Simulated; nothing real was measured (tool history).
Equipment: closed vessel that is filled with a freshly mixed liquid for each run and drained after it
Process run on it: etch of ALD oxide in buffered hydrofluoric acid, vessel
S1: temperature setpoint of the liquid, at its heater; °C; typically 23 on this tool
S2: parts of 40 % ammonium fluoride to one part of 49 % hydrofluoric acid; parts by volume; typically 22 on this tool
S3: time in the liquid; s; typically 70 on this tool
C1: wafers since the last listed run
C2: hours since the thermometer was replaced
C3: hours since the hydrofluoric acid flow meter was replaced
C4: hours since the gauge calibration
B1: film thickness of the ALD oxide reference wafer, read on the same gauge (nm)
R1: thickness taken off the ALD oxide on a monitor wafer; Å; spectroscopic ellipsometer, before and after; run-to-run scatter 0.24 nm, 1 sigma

run 1 hour=0 | S1=23 S2=22 S3=70 | C1=0 C2=754.2 C3=1041.4 C4=570.7 | B1=109.98 | R1=445.7
-- hour=9.7 gauge calibrated
run 2 hour=46.7 | S1=23 S2=22 S3=70 | C1=7013 C2=800.9 C3=1088.1 C4=37 | B1=110 | R1=441.9
run 3 hour=86.5 | S1=23 S2=22 S3=70 | C1=5976 C2=840.7 C3=1127.9 C4=76.8 | B1=110 | R1=449
run 4 hour=153.7 | S1=23 S2=26 S3=70 | C1=10091 C2=907.9 C3=1195.1 C4=144 | B1=109.95 | R1=398.9
run 5 hour=190.1 | S1=23 S2=26 S3=70 | C1=5466 C2=944.3 C3=1231.5 C4=180.4 | B1=109.98 | R1=399.4
run 6 hour=270.2 | S1=23 S2=22 S3=70 | C1=12028 C2=1024.4 C3=1311.6 C4=260.5 | B1=109.99 | R1=450.3
run 7 hour=352.8 | S1=23 S2=22 S3=70 | C1=12404 C2=1107 C3=1394.2 C4=343.1 | B1=110.01 | R1=452.3
run 8 hour=432.1 | S1=25 S2=22 S3=95 | C1=11908 C2=1186.3 C3=1473.5 C4=422.4 | B1=109.98 | R1=679.7
run 9 hour=494.4 | S1=23 S2=22 S3=70 | C1=9355 C2=1248.6 C3=1535.8 C4=484.7 | B1=110.03 | R1=458.9
-- hour=527.8 hydrofluoric acid flow meter replaced
run 10 hour=554.5 | S1=23 S2=22 S3=70 | C1=8875 C2=1308.7 C3=26.7 C4=544.8 | B1=109.98 | R1=458.8
-- hour=622.6 gauge calibrated
run 11 hour=660.4 | S1=27 S2=27 S3=70 | C1=15903 C2=1414.6 C3=132.6 C4=37.8 | B1=109.99 | R1=498.4
-- hour=674.9 thermometer replaced
run 12 hour=717.1 | S1=18.5 S2=16 S3=85 | C1=8364 C2=42.2 C3=189.3 C4=94.5 | B1=110.01 | R1=527.4
run 13 hour=773.6 | S1=18 S2=27.5 S3=70 | C1=8484 C2=98.7 C3=245.8 C4=151 | B1=109.98 | R1=273.6
run 14 hour=874.1 | S1=23 S2=25.5 S3=35 | C1=15092 C2=199.2 C3=346.3 C4=251.5 | B1=110.01 | R1=189.2

Each run again, without the hidden state but with its own random variation kept:
The hidden state here: liquid hotter than its thermometer reads (K); hydrofluoric acid flow below the setpoint (%); gauge reads high (%).
run=1 R1=420.5
run=2 R1=415.7
run=3 R1=421.2
run=4 R1=372.6
run=5 R1=372
run=6 R1=417.2
run=7 R1=416.8
run=8 R1=623.9
run=9 R1=418.9
run=10 R1=417.2
run=11 R1=451.1
run=12 R1=525.6
run=13 R1=271.6
run=14 R1=186.6
